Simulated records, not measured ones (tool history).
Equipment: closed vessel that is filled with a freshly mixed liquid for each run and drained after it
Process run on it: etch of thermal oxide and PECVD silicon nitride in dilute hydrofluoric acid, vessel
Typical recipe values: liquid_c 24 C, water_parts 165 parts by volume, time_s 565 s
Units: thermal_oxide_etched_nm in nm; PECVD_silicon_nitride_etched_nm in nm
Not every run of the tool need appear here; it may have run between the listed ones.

run,hour,liquid_c,water_parts,time_s,"read-back film thickness of the thermal oxide reference wafer, read on the same gauge (nm)","read-back film thickness of the PECVD silicon nitride reference wafer, read on the same gauge (nm)",thermal_oxide_etched_nm,PECVD_silicon_nitride_etched_nm
1,0,24,165,565,100.05,150.01,14.45,6.75
2,17.9,24,165,565,99.98,150.01,14.47,6.71
3,26.4,24,165,565,99.98,150.01,14.23,6.7
4,44.2,24,165,565,100,150.03,14.3,6.68
5,57.9,24,165,565,99.99,150.02,14.15,6.66
6,71,24,165,565,100.01,150.03,14.22,6.6
# hour 74.1: hydrofluoric acid flow meter replaced
7,77.7,24,165,565,100.01,150.01,14.35,6.52
# hour 89.2: thermometer replaced
8,95.1,24,140,565,99.99,150.04,18.89,8.96
# hour 98.9: gauge calibrated
9,105.1,24,145,565,100.02,150.07,18.08,8.44
10,119.9,24,165,565,99.94,149.97,15.47,7.49
11,126.4,24,165,310,99.98,149.98,8.42,4.07
12,137.1,19.5,240,275,100.02,149.99,4.01,1.87
13,150.4,21.5,195,850,99.98,150.01,17.14,8.09
14,161.7,22,225,760,100.04,150.04,13.06,6.51
15,174,24,165,565,99.93,149.94,15.12,7.39
16,180.4,27,165,565,100.02,150,17.18,8.76
17,197,24,95,250,100.01,149.98,12.6,5.5
18,208.3,22,225,760,99.97,150,13.28,6.35

Each row is a separate what-if for the run after 18, all from the same tool condition, not one after another. Results?
A,209.1,24,165,565,?,?,?,?
B,209.1,29,145,565,?,?,?,?
C,209.1,19.5,165,565,?,?,?,?

run,"read-back film thickness of the thermal oxide reference wafer, read on the same gauge (nm)","read-back film thickness of the PECVD silicon nitride reference wafer, read on the same gauge (nm)",thermal_oxide_etched_nm,PECVD_silicon_nitride_etched_nm
A,99.97,150.01,15.07,7.26
B,99.97,150.01,21.17,11.34
C,99.97,150.01,12.64,5.4
What these runs would have given with no unlogged condition in the tool:
run,thermal_oxide_etched_nm,PECVD_silicon_nitride_etched_nm
A,15.5,7.62
B,21.75,11.88
C,13.02,5.67
